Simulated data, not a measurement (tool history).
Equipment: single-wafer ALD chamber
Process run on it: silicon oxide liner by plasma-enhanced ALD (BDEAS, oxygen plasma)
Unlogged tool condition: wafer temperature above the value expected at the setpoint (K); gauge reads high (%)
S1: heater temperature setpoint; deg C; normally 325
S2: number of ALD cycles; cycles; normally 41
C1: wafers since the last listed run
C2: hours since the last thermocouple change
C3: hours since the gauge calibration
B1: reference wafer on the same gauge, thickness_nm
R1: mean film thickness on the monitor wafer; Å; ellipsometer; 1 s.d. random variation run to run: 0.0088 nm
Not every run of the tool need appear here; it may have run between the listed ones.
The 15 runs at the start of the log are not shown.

Run 16, day 42.396: usual settings; C1 583; C2 714.8; C3 929.5; B1 3.538. Result: R1 35.29 Å.
Run 17, day 43.992: usual settings; C1 280; C2 753.1; C3 967.8; B1 3.538. Result: R1 35.41 Å.
Run 18, day 47.696: usual settings but S1 336 deg C, S2 46 cycles; C1 651; C2 842; C3 1056.7; B1 3.54. Result: R1 39.26 Å.
Run 19, day 52.092: usual settings; C1 772; C2 947.5; C3 1162.2; B1 3.541. Result: R1 35.57 Å.
Run 20, day 54.288: usual settings but S1 314 deg C; C1 386; C2 1000.2; C3 1214.9; B1 3.538. Result: R1 35.92 Å.
Run 21, day 56.467: usual settings but S1 339 deg C, S2 36 cycles; C1 383; C2 1052.5; C3 1267.2; B1 3.541. Result: R1 30.69 Å.
Run 22, day 60.117: usual settings; C1 641; C2 1140.1; C3 1354.8; B1 3.538. Result: R1 35.48 Å.
Run 23, day 64.296: usual settings but S1 314 deg C; C1 734; C2 1240.4; C3 1455.1; B1 3.539. Result: R1 36.31 Å.
At day 67.588: gauge calibrated.
Run 24, day 67.654: usual settings but S1 311 deg C, S2 38 cycles; C1 590; C2 1321; C3 1.6; B1 3.538. Result: R1 33.77 Å.
Run 25, day 69.462: usual settings but S1 311 deg C, S2 36 cycles; C1 317; C2 1364.4; C3 45; B1 3.537. Result: R1 31.99 Å.
Run 26, day 73.912: usual settings; C1 782; C2 1471.2; C3 151.8; B1 3.54. Result: R1 35.79 Å.
Run 27, day 76.108: usual settings but S2 34 cycles; C1 386; C2 1523.9; C3 204.5; B1 3.54. Result: R1 29.56 Å.
Run 28, day 78.192: usual settings but S1 319 deg C; C1 366; C2 1573.9; C3 254.5; B1 3.539. Result: R1 35.85 Å.

Run 29 has not been measured yet. What should we expect?
At day 79.388: thermocouple changed; heater temperature recalibrated.
Run 29, day 82.525: usual settings but S1 338 deg C, S2 36 cycles; C1 703; C2 75.3; C3 358.5; B1 ?. Result: R1 ?.

Logged for run 29: B1 3.54, R1 30.4 Å.
On a tool with no hidden condition, and with the same random variation, this run would have come out at R1 30.37 Å.
